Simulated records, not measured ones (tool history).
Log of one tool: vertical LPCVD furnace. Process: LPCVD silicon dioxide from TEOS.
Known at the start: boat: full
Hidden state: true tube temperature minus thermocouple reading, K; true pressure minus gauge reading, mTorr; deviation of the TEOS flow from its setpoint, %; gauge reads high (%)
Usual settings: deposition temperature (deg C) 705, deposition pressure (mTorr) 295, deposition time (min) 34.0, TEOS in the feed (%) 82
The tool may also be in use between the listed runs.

| run | day | deposition temperature (deg C) | deposition pressure (mTorr) | deposition time (min) | TEOS in the feed (%) | wafers since the last listed run | hours since the last temperature calibration | hours since the pressure gauge was zeroed | hours since the TEOS flow controller was replaced | hours since the gauge calibration | read-back reference wafer on the same gauge, thickness | film thickness on the monitor wafer in the middle of the boat (nm) |
|---|---|---|---|---|---|---|---|---|---|---|---|---|
| 1 | 0.000 | 705 | 350 | 34.0 | 75 | 0 | 3510.7 | 3737.4 | 2478.5 | 755.1 | 253.91 | 309.47 |
| 2 | 1.325 | 705 | 350 | 34.0 | 75 | 629 | 3542.5 | 3769.2 | 2510.3 | 786.9 | 253.74 | 310.40 |
| 3 | 2.679 | 705 | 295 | 34.0 | 87 | 643 | 3575.0 | 3801.7 | 2542.8 | 819.4 | 253.96 | 304.86 |
| 4 | 3.404 | 705 | 295 | 34.0 | 82 | 344 | 3592.4 | 3819.1 | 2560.2 | 836.8 | 254.08 | 296.89 |
| 5 | 4.046 | 705 | 295 | 34.0 | 82 | 305 | 3607.8 | 3834.5 | 2575.6 | 852.2 | 254.26 | 296.60 |
| 6 | 5.167 | 705 | 295 | 34.0 | 82 | 532 | 3634.7 | 3861.4 | 2602.5 | 879.1 | 254.08 | 296.73 |
| 7 | 6.121 | 710 | 295 | 34.0 | 82 | 453 | 3657.6 | 3884.3 | 2625.4 | 902.0 | 254.00 | 331.82 |
|  | 7.854 | thermocouples replaced and temperature profile calibrated |
| 8 | 7.875 | 710 | 295 | 34.0 | 82 | 358 | 0.5 | 3926.4 | 2667.5 | 944.1 | 253.80 | 334.29 |
| 9 | 8.638 | 710 | 295 | 34.0 | 82 | 362 | 18.8 | 3944.7 | 2685.8 | 962.4 | 253.75 | 333.23 |
|  | 10.488 | pressure gauge zeroed |
| 10 | 10.508 | 705 | 295 | 34.0 | 75 | 414 | 63.7 | 0.5 | 2730.7 | 1007.3 | 254.19 | 283.48 |
| 11 | 10.725 | 705 | 295 | 34.0 | 75 | 103 | 68.9 | 5.7 | 2735.9 | 1012.5 | 254.25 | 283.96 |
| 12 | 11.558 | 715 | 340 | 34.0 | 93 | 396 | 88.9 | 25.7 | 2755.9 | 1032.5 | 253.93 | 426.92 |
| 13 | 12.204 | 698 | 265 | 27.0 | 91 | 307 | 104.4 | 41.2 | 2771.4 | 1048.0 | 253.74 | 200.68 |
|  | 12.483 | gauge calibrated |
| 14 | 13.121 | 700 | 360 | 34.0 | 95 | 435 | 126.4 | 63.2 | 2793.4 | 15.3 | 253.89 | 313.74 |
| 15 | 14.483 | 705 | 345 | 34.0 | 82 | 647 | 159.1 | 95.9 | 2826.1 | 48.0 | 254.23 | 322.78 |
| 16 | 15.054 | 705 | 325 | 34.0 | 68 | 271 | 172.8 | 109.6 | 2839.8 | 61.7 | 253.69 | 283.93 |
| 17 | 15.808 | 705 | 295 | 34.0 | 82 | 358 | 190.9 | 127.7 | 2857.9 | 79.8 | 254.03 | 297.26 |
|  | 17.288 | TEOS flow controller replaced |
| 18 | 17.308 | 705 | 295 | 34.0 | 90 | 237 | 226.9 | 163.7 | 0.5 | 115.8 | 253.91 | 311.73 |
| 19 | 17.629 | 705 | 295 | 42.0 | 73 | 152 | 234.6 | 171.4 | 8.2 | 123.5 | 253.98 | 346.20 |
| 20 | 19.142 | 695 | 295 | 26.5 | 96 | 719 | 270.9 | 207.7 | 44.5 | 159.8 | 254.00 | 197.67 |
| 21 | 19.683 | 711 | 350 | 43.5 | 82 | 257 | 283.9 | 220.7 | 57.5 | 172.8 | 253.50 | 477.14 |
| 22 | 21.179 | 717 | 295 | 34.0 | 82 | 711 | 319.8 | 256.6 | 93.4 | 208.7 | 254.21 | 390.24 |
| 23 | 21.942 | 705 | 330 | 46.5 | 66 | 362 | 338.1 | 274.9 | 111.7 | 227.0 | 253.89 | 385.13 |
| 24 | 22.800 | 709 | 235 | 34.0 | 82 | 408 | 358.7 | 295.5 | 132.3 | 247.6 | 253.91 | 291.12 |
| 25 | 23.867 | 710 | 260 | 34.0 | 82 | 507 | 384.3 | 321.1 | 157.9 | 273.2 | 254.27 | 313.54 |
| 26 | 24.675 | 696 | 230 | 40.0 | 82 | 384 | 403.7 | 340.5 | 177.3 | 292.6 | 254.02 | 250.69 |
| 27 | 26.167 | 705 | 295 | 34.0 | 82 | 709 | 439.5 | 376.3 | 213.1 | 328.4 | 253.98 | 298.91 |
| 28 | 27.150 | 705 | 295 | 45.0 | 82 | 467 | 463.1 | 399.9 | 236.7 | 352.0 | 254.09 | 394.50 |
| 29 | 29.929 | 705 | 295 | 34.0 | 82 | 1321 | 529.8 | 466.6 | 303.4 | 418.7 | 253.89 | 298.52 |
| 30 | 30.642 | 710 | 260 | 34.0 | 82 | 338 | 546.9 | 483.7 | 320.5 | 435.8 | 253.85 | 314.33 |

Forecast each of these 5 alternatives for the next run:
| A | 30.800 | 705 | 295 | 34.0 | 82 | 75 | 550.7 | 487.5 | 324.3 | 439.6 | ? | ? |
| B | 30.800 | 697 | 295 | 34.0 | 82 | 75 | 550.7 | 487.5 | 324.3 | 439.6 | ? | ? |
| C | 30.800 | 716 | 350 | 21.5 | 73 | 75 | 550.7 | 487.5 | 324.3 | 439.6 | ? | ? |
| D | 30.800 | 701 | 260 | 28.5 | 87 | 75 | 550.7 | 487.5 | 324.3 | 439.6 | ? | ? |
| E | 30.800 | 698 | 230 | 34.0 | 87 | 75 | 550.7 | 487.5 | 324.3 | 439.6 | ? | ? |

| run | read-back reference wafer on the same gauge, thickness | film thickness on the monitor wafer in the middle of the boat (nm) |
|---|---|---|
| A | 254.11 | 299.63 |
| B | 254.11 | 248.85 |
| C | 254.11 | 250.12 |
| D | 254.11 | 221.42 |
| E | 254.11 | 231.69 |
Without the tool's hidden state the same runs would have given:
| run | film thickness on the monitor wafer in the middle of the boat (nm) |
|---|---|
| A | 299.63 |
| B | 248.85 |
| C | 250.12 |
| D | 221.42 |
| E | 231.69 |

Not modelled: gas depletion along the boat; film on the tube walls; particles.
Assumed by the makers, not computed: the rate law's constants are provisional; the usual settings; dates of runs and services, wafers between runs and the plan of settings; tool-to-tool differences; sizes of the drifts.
